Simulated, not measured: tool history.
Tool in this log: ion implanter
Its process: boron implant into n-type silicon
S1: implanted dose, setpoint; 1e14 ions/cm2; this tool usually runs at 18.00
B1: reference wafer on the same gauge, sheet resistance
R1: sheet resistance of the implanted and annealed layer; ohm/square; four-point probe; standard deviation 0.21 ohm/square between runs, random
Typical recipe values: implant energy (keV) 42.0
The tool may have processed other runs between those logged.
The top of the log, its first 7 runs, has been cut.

Run 8, hour 106.9: usual settings but implant energy (keV) 50.5; B1 81.19. Result: R1 73.86 ohm/square.
Run 9, hour 116.6: usual settings but implant energy (keV) 50.5; B1 81.13. Result: R1 73.89 ohm/square.
Run 10, hour 131.8: usual settings but implant energy (keV) 49.0; B1 81.10. Result: R1 74.25 ohm/square.
Run 11, hour 141.5: usual settings but implant energy (keV) 49.0; B1 81.27. Result: R1 74.33 ohm/square.
Run 12, hour 148.9: usual settings but implant energy (keV) 49.0; B1 81.12. Result: R1 74.56 ohm/square.
Run 13, hour 157.5: usual settings; B1 81.20. Result: R1 75.54 ohm/square.
Run 14, hour 166.1: usual settings but S1 14.61 1e14 ions/cm2; B1 81.22. Result: R1 89.51 ohm/square.
Run 15, hour 179.1: usual settings but S1 23.23 1e14 ions/cm2, implant energy (keV) 28.5; B1 81.29. Result: R1 66.51 ohm/square.
Run 16, hour 222.5: usual settings but S1 13.43 1e14 ions/cm2, implant energy (keV) 35.0; B1 81.20. Result: R1 96.52 ohm/square.
Run 17, hour 257.8: usual settings; B1 81.17. Result: R1 74.89 ohm/square.
At hour 262.5: gauge calibrated.
Run 18, hour 266.6: usual settings; B1 81.31. Result: R1 75.34 ohm/square.
Run 19, hour 282.9: usual settings but S1 13.56 1e14 ions/cm2, implant energy (keV) 36.5; B1 81.23. Result: R1 96.06 ohm/square.
At hour 295.0: extraction supply calibrated.
Run 20, hour 295.5: usual settings but implant energy (keV) 55.0; B1 81.15. Result: R1 72.70 ohm/square.
Run 21, hour 298.9: usual settings but implant energy (keV) 56.0; B1 81.29. Result: R1 73.04 ohm/square.
Run 22, hour 314.1: usual settings; B1 81.27. Result: R1 74.71 ohm/square.
Run 23, hour 320.9: usual settings but S1 12.66 1e14 ions/cm2, implant energy (keV) 34.0; B1 81.12. Result: R1 101.34 ohm/square.
Run 24, hour 327.2: usual settings but implant energy (keV) 32.0; B1 81.31. Result: R1 76.96 ohm/square.
Run 25, hour 341.4: usual settings but S1 13.21 1e14 ions/cm2, implant energy (keV) 52.5; B1 81.17. Result: R1 95.12 ohm/square.
Run 26, hour 355.0: usual settings but S1 14.10 1e14 ions/cm2, implant energy (keV) 30.0; B1 81.17. Result: R1 93.38 ohm/square.
Run 27, hour 367.9: usual settings but S1 14.34 1e14 ions/cm2; B1 81.18. Result: R1 90.18 ohm/square.
Run 28, hour 378.4: usual settings but implant energy (keV) 29.0; B1 81.13. Result: R1 78.09 ohm/square.
At hour 397.0: Faraday cup replaced and dose calibrated.
Run 29, hour 397.5: usual settings but S1 15.27 1e14 ions/cm2, implant energy (keV) 29.5; B1 81.32. Result: R1 90.61 ohm/square.
Run 30, hour 408.0: usual settings but S1 13.16 1e14 ions/cm2, implant energy (keV) 38.0; B1 81.25. Result: R1 99.60 ohm/square.
Run 31, hour 423.4: usual settings but S1 15.39 1e14 ions/cm2, implant energy (keV) 54.0; B1 81.17. Result: R1 85.60 ohm/square.

Run 32 has not been measured yet. What should we expect?
Run 32, hour 429.6: usual settings but S1 20.52 1e14 ions/cm2, implant energy (keV) 35.5; B1 ?. Result: R1 ?.

B1: 81.21
R1: 70.52 ohm/square
Were there no unlogged condition in the tool, this run, its random variation unchanged, would have produced R1 70.92 ohm/square.

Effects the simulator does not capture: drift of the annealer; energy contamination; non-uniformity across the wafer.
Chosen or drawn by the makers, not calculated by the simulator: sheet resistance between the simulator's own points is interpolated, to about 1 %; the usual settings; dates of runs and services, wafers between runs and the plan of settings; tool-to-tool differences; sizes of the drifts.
